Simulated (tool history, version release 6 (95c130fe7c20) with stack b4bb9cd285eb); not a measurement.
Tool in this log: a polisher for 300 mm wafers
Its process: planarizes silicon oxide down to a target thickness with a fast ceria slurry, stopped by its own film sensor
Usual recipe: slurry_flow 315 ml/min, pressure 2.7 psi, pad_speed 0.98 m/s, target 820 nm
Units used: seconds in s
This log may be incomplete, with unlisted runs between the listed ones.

run,day,slurry_flow,pressure,pad_speed,target,wafers since the last listed run,wafers polished on this pad,hours since the slurry nozzle was cleaned,hours since the head pressure was calibrated,"incoming thickness of the incoming film, nm",seconds
1,0,390,2.7,0.98,820,0,732,502.1,38.1,1351.8,46
2,1.088,390,2.7,0.98,820,439,1171,528.2,64.2,1355.6,47.9
# day 2.1: worn pad replaced by a new one
3,2.421,280,2.3,0.98,820,471,129,560.2,96.2,1360.7,57.7
4,3.9,280,2.3,0.98,820,597,726,595.7,131.7,1352.2,57.9
# day 6.35: worn pad replaced by a new one
5,7.3,280,2.3,0.98,820,1305,384,677.3,213.3,1352.8,57.8
6,7.825,315,2.7,0.98,820,211,596,689.9,225.9,1360.1,49.7
7,8.542,315,2.7,0.98,820,289,885,707.1,243.1,1342.8,48
# day 9.317: slurry nozzle cleaned
8,9.425,315,2.7,0.98,820,339,1225,2.6,264.3,1355.8,46.6
# day 10.579: worn pad replaced by a new one
9,10.6,405,2.7,0.98,820,407,8,30.8,292.5,1345.7,42.7
10,11.717,315,1.9,0.98,904,450,459,57.6,319.3,1331.2,51.7
# day 12.288: head pressure recalibrated
11,12.629,280,2.3,0.98,820,334,793,79.5,8.2,1340.9,53.8
12,13.967,365,2.7,1.22,820,540,1334,111.6,40.3,1374.1,39.9
# day 14.479: worn pad replaced by a new one
13,15.35,245,3.4,0.72,911,491,351,144.8,73.5,1329.4,37.6
14,15.983,315,3.3,1.18,721,255,606,160,88.7,1341.5,37.5
15,17.079,315,3.3,1.18,721,442,1049,186.3,115,1347.2,38.3
16,17.658,315,2.9,0.98,820,233,1283,200.2,128.9,1353,43.7
# day 18.179: worn pad replaced by a new one
17,19.033,315,2.5,0.98,903,487,345,233.2,161.9,1353.5,42.1

Below are 4 alternative next runs, each starting from the tool's condition after run 17. Predict each:
A,19.05,255,2.7,0.98,820,6,351,233.6,162.3,1349,?
B,19.05,315,2.1,0.78,695,6,351,233.6,162.3,1349,?
C,19.05,400,2.7,0.98,820,6,351,233.6,162.3,1349,?
D,19.05,265,1.9,0.68,889,6,351,233.6,162.3,1349,?

run,seconds
A,46.7
B,87
C,44.2
D,77.3
What these runs would have given with no unlogged condition in the tool:
run,seconds
A,44.2
B,83
C,42.4
D,73.2
